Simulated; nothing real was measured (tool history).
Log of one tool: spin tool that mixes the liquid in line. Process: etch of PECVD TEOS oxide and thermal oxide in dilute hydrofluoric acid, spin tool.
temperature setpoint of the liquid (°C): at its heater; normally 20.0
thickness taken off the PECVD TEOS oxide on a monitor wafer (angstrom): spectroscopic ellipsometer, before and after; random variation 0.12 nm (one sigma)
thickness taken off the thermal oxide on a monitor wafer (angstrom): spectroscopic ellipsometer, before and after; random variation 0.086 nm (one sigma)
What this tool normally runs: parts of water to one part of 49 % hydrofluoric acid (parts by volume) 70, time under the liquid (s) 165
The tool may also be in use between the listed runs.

run	hour	temperature setpoint of the liquid (°C)	parts of water to one part of 49 % hydrofluoric acid (parts by volume)	time under the liquid (s)	read-back film thickness of the PECVD TEOS oxide reference wafer, read on the same gauge (nm)	read-back film thickness of the thermal oxide reference wafer, read on the same gauge (nm)	thickness taken off the PECVD TEOS oxide on a monitor wafer (angstrom)	thickness taken off the thermal oxide on a monitor wafer (angstrom)
1	0.0	20.0	70	235	29.99	149.98	441.8	135.2
2	21.3	20.0	70	235	30.02	149.98	444.5	134.0
3	50.5	20.0	70	235	30.02	150.01	443.9	136.4
4	76.2	22.5	70	165	30.01	150.03	345.0	107.0
5	90.4	20.0	70	120	29.99	150.04	227.0	69.4
6	116.1	20.0	70	230	29.99	150.00	432.1	131.7
7	147.4	20.0	70	225	30.00	150.04	424.3	130.3
# hour 152.6: hydrofluoric acid flow meter replaced
8	180.2	18.0	70	165	29.99	150.02	286.7	88.2
9	203.3	20.0	70	165	29.99	150.02	310.5	94.2
10	216.6	20.0	70	165	29.97	149.98	309.3	94.9
11	242.7	17.0	80	125	29.99	149.97	180.1	54.0
12	272.6	18.0	50	165	30.00	149.97	409.7	124.9
13	294.6	20.0	70	165	30.00	150.02	307.6	95.2
14	310.9	20.0	50	165	29.99	150.02	441.5	136.8

What will run 15 give?
# hour 332.0: gauge calibrated
# hour 341.6: thermometer replaced
15	383.4	20.0	70	165	?	?	?	?

read-back film thickness of the PECVD TEOS oxide reference wafer, read on the same gauge (nm): 30.01
read-back film thickness of the thermal oxide reference wafer, read on the same gauge (nm): 150.03
thickness taken off the PECVD TEOS oxide on a monitor wafer (angstrom): 302.8
thickness taken off the thermal oxide on a monitor wafer (angstrom): 93.7
The same run, on a tool lacking any hidden state, would have yielded thickness taken off the PECVD TEOS oxide on a monitor wafer (angstrom) 317.2, thickness taken off the thermal oxide on a monitor wafer (angstrom) 98.1.
